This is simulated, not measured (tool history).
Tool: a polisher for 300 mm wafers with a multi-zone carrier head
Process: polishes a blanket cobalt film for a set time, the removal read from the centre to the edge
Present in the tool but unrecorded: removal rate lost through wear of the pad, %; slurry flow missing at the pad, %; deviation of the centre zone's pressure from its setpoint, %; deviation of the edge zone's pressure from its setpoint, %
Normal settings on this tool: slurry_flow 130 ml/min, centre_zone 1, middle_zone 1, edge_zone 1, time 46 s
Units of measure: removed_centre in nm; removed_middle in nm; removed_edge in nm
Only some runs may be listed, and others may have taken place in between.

| run | hour | slurry_flow | centre_zone | middle_zone | edge_zone | time | wafers since the last listed run | wafers polished on this pad | hours since the slurry nozzle was cleaned | hours since the centre zone pressure was calibrated | hours since the edge zone pressure was calibrated | hours since the carrier head's membrane was replaced | incoming thickness of the incoming film, nm | removed_centre | removed_middle | removed_edge |
|---|---|---|---|---|---|---|---|---|---|---|---|---|---|---|---|---|
| 1 | 0 | 130 | 0.92 | 1 | 1 | 46 | 0 | 877 | 670.2 | 997.8 | 292 | 2149 | 861.1 | 204.7 | 232.8 | 229.1 |
|  | 23.6 | edge zone pressure recalibrated |
| 2 | 24.1 | 130 | 0.92 | 1 | 1 | 46 | 219 | 1097 | 694.3 | 1021.9 | 0.5 | 2173.1 | 857 | 201.7 | 229.2 | 228.8 |
|  | 47.7 | carrier head's membrane replaced by a new one |
| 3 | 48.4 | 130 | 0.92 | 1 | 1 | 46 | 191 | 1288 | 718.6 | 1046.2 | 24.8 | 0.7 | 861.4 | 202.8 | 229.5 | 227.2 |
|  | 52.6 | worn pad replaced by a new one |
|  | 58.9 | slurry nozzle cleaned |
| 4 | 81.7 | 130 | 1 | 1 | 1 | 46 | 280 | 279 | 22.8 | 1079.5 | 58.1 | 34 | 852.9 | 234.1 | 239.6 | 239.5 |
| 5 | 140.7 | 130 | 1 | 1 | 1 | 46 | 585 | 864 | 81.8 | 1138.5 | 117.1 | 93 | 873.6 | 225.2 | 229.3 | 227.4 |
| 6 | 169 | 110 | 1 | 1 | 1 | 46 | 280 | 1145 | 110.1 | 1166.8 | 145.4 | 121.3 | 860.1 | 210.2 | 222.4 | 222.7 |
| 7 | 201.9 | 110 | 1 | 1 | 1 | 46 | 326 | 1472 | 143 | 1199.7 | 178.3 | 154.2 | 857 | 208.5 | 216.2 | 219.9 |
|  | 210.8 | centre zone pressure recalibrated |
|  | 217.8 | worn pad replaced by a new one |
| 8 | 219.6 | 130 | 1 | 1 | 1 | 46 | 116 | 17 | 160.7 | 8.8 | 196 | 171.9 | 852.8 | 234.7 | 241.4 | 241 |
| 9 | 247.2 | 130 | 1 | 0.91 | 1 | 31 | 273 | 291 | 188.3 | 36.4 | 223.6 | 199.5 | 868 | 156.8 | 151.1 | 163.9 |
| 10 | 266 | 130 | 1 | 1 | 1 | 46 | 186 | 478 | 207.1 | 55.2 | 242.4 | 218.3 | 857.6 | 230.8 | 237.6 | 239.1 |
| 11 | 281.7 | 130 | 1 | 1 | 1 | 61 | 155 | 633 | 222.8 | 70.9 | 258.1 | 234 | 875.4 | 304.1 | 316.2 | 312.4 |
| 12 | 317.3 | 145 | 0.89 | 1 | 1.12 | 46 | 353 | 987 | 258.4 | 106.5 | 293.7 | 269.6 | 860.3 | 208.3 | 238.7 | 247.7 |
| 13 | 344.8 | 130 | 1 | 1 | 1 | 46 | 272 | 1260 | 285.9 | 134 | 321.2 | 297.1 | 843 | 223.8 | 230.9 | 227.8 |
|  | 356.7 | worn pad replaced by a new one |
| 14 | 373.5 | 130 | 1 | 1.11 | 1 | 46 | 245 | 166 | 314.6 | 162.7 | 349.9 | 325.8 | 864.5 | 234.2 | 265.4 | 239.7 |
|  | 390.7 | edge zone pressure recalibrated |
| 15 | 406.8 | 175 | 1 | 0.93 | 1.07 | 54 | 310 | 477 | 347.9 | 196 | 16.1 | 359.1 | 865.4 | 291.1 | 279.5 | 303.9 |
| 16 | 441.5 | 130 | 1.1 | 0.92 | 1 | 46 | 344 | 821 | 382.6 | 230.7 | 50.8 | 393.8 | 860.2 | 248.8 | 218.9 | 232.7 |
| 17 | 469.6 | 145 | 1 | 0.96 | 1 | 46 | 278 | 1100 | 410.7 | 258.8 | 78.9 | 421.9 | 860.5 | 228 | 232.8 | 232.2 |
|  | 492.2 | worn pad replaced by a new one |
| 18 | 492.7 | 115 | 1 | 1.1 | 1 | 46 | 189 | 4 | 433.8 | 281.9 | 102 | 445 | 866.9 | 225.4 | 256.4 | 236.2 |
| 19 | 508.6 | 130 | 1 | 0.9 | 1 | 33 | 157 | 162 | 449.7 | 297.8 | 117.9 | 460.9 | 862.4 | 167.4 | 159 | 172.2 |
| 20 | 526.3 | 130 | 1 | 1 | 1.1 | 46 | 175 | 338 | 467.4 | 315.5 | 135.6 | 478.6 | 864.6 | 234.3 | 242 | 252.2 |
| 21 | 555.8 | 130 | 0.95 | 0.96 | 1 | 46 | 292 | 630 | 496.9 | 345 | 165.1 | 508.1 | 855.7 | 219.9 | 229.9 | 235 |

5 options for the next run, each taken on its own from the tool as it stands now. Forecast them:
| A | 556.2 | 130 | 1 | 1 | 1 | 53 | 3 | 634 | 497.3 | 345.4 | 165.5 | 508.5 | 859.2 | ? | ? | ? |
| B | 556.2 | 110 | 0.91 | 0.92 | 0.93 | 46 | 3 | 634 | 497.3 | 345.4 | 165.5 | 508.5 | 859.2 | ? | ? | ? |
| C | 556.2 | 130 | 0.9 | 1 | 1 | 51 | 3 | 634 | 497.3 | 345.4 | 165.5 | 508.5 | 859.2 | ? | ? | ? |
| D | 556.2 | 130 | 1 | 1 | 1.11 | 46 | 3 | 634 | 497.3 | 345.4 | 165.5 | 508.5 | 859.2 | ? | ? | ? |
| E | 556.2 | 160 | 1 | 1 | 1 | 46 | 3 | 634 | 497.3 | 345.4 | 165.5 | 508.5 | 859.2 | ? | ? | ? |

| run | removed_centre | removed_middle | removed_edge |
|---|---|---|---|
| A | 259.1 | 275.2 | 269.7 |
| B | 194.3 | 213.2 | 219.6 |
| C | 224.2 | 264.9 | 259.5 |
| D | 224.9 | 238.8 | 246.5 |
| E | 236.5 | 249.7 | 241.7 |
With no hidden state in the tool, these same runs would have given:
| run | removed_centre | removed_middle | removed_edge |
|---|---|---|---|
| A | 266.7 | 283.3 | 277.7 |
| B | 200 | 219.5 | 226 |
| C | 230.8 | 272.7 | 267.2 |
| D | 231.5 | 245.8 | 253.8 |
| E | 243.4 | 257 | 248.8 |
